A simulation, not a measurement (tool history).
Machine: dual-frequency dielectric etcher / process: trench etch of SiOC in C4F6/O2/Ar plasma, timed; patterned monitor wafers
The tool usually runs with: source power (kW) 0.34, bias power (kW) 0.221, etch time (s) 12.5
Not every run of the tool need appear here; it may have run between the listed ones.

| run | hour | source power (kW) | bias power (kW) | etch time (s) | read-back reference wafer on the same gauge, depth_nm | mean etch depth across the wafer (angstrom) |
|---|---|---|---|---|---|---|
| 1 | 0 | 0.34 | 0.221 | 12.5 | 23.7 | 267.4 |
| 2 | 47.3 | 0.34 | 0.221 | 12.5 | 23.69 | 264.1 |
|  | 102.4 | source power generator calibrated |
| 3 | 104 | 0.34 | 0.221 | 12.5 | 23.7 | 270.1 |
|  | 131.1 | bias power generator calibrated |
| 4 | 151.6 | 0.34 | 0.221 | 12.5 | 23.69 | 269.3 |
| 5 | 186.3 | 0.34 | 0.205 | 12.5 | 23.7 | 262.9 |
| 6 | 216.8 | 0.34 | 0.205 | 12.5 | 23.7 | 263 |
| 7 | 243.4 | 0.34 | 0.205 | 12.5 | 23.7 | 263.1 |
| 8 | 292.4 | 0.34 | 0.221 | 12.5 | 23.69 | 268.7 |
|  | 360.6 | wet clean of the chamber |
| 9 | 361.1 | 0.28 | 0.189 | 10 | 23.69 | 193.9 |
| 10 | 423.9 | 0.37 | 0.221 | 15.5 | 23.69 | 340.1 |
| 11 | 472.3 | 0.41 | 0.221 | 11 | 23.68 | 250.8 |
| 12 | 497.8 | 0.39 | 0.273 | 9.5 | 23.69 | 224.6 |
| 13 | 558.5 | 0.39 | 0.186 | 10.5 | 23.71 | 225.9 |
| 14 | 594.1 | 0.37 | 0.221 | 9 | 23.68 | 199 |
|  | 596.8 | gauge calibrated |
| 15 | 658.3 | 0.34 | 0.203 | 10.5 | 23.69 | 218.5 |
| 16 | 713.8 | 0.34 | 0.221 | 12.5 | 23.72 | 267.5 |
| 17 | 782.8 | 0.38 | 0.221 | 12.5 | 23.7 | 275.6 |
| 18 | 821.9 | 0.36 | 0.243 | 11.5 | 23.69 | 257.1 |
|  | 874.8 | wet clean of the chamber |
| 19 | 891 | 0.38 | 0.221 | 10 | 23.69 | 221.1 |
| 20 | 930.4 | 0.27 | 0.198 | 16.5 | 23.7 | 316.4 |
| 21 | 976.4 | 0.31 | 0.207 | 16 | 23.7 | 323.9 |
| 22 | 1026.5 | 0.39 | 0.186 | 10.5 | 23.69 | 224.9 |
| 23 | 1081.4 | 0.34 | 0.221 | 11 | 23.7 | 233.9 |
| 24 | 1152.8 | 0.39 | 0.204 | 9 | 23.71 | 195.7 |
| 25 | 1181.8 | 0.34 | 0.221 | 12.5 | 23.7 | 266.4 |
| 26 | 1246.9 | 0.29 | 0.264 | 16.5 | 23.7 | 347.7 |
| 27 | 1283.8 | 0.34 | 0.221 | 12.5 | 23.69 | 266.5 |
|  | 1365.5 | wet clean of the chamber |
| 28 | 1366 | 0.34 | 0.221 | 12.5 | 23.71 | 265.3 |
| 29 | 1383.8 | 0.3 | 0.221 | 16 | 23.7 | 325.2 |
| 30 | 1427.4 | 0.29 | 0.254 | 12.5 | 23.71 | 261.1 |
| 31 | 1482.3 | 0.37 | 0.242 | 14.5 | 23.72 | 322.9 |

What if the next run were any one of these 3? Each begins from the tool's condition after run 31:
| A | 1482.7 | 0.34 | 0.221 | 12.5 | ? | ? |
| B | 1482.7 | 0.38 | 0.239 | 12.5 | ? | ? |
| C | 1482.7 | 0.4 | 0.255 | 12.5 | ? | ? |

| run | read-back reference wafer on the same gauge, depth_nm | mean etch depth across the wafer (angstrom) |
|---|---|---|
| A | 23.69 | 265.1 |
| B | 23.69 | 280.9 |
| C | 23.69 | 290.8 |
Without the tool's hidden state the same runs would have given:
| run | mean etch depth across the wafer (angstrom) |
|---|---|
| A | 269.6 |
| B | 285.7 |
| C | 295.7 |

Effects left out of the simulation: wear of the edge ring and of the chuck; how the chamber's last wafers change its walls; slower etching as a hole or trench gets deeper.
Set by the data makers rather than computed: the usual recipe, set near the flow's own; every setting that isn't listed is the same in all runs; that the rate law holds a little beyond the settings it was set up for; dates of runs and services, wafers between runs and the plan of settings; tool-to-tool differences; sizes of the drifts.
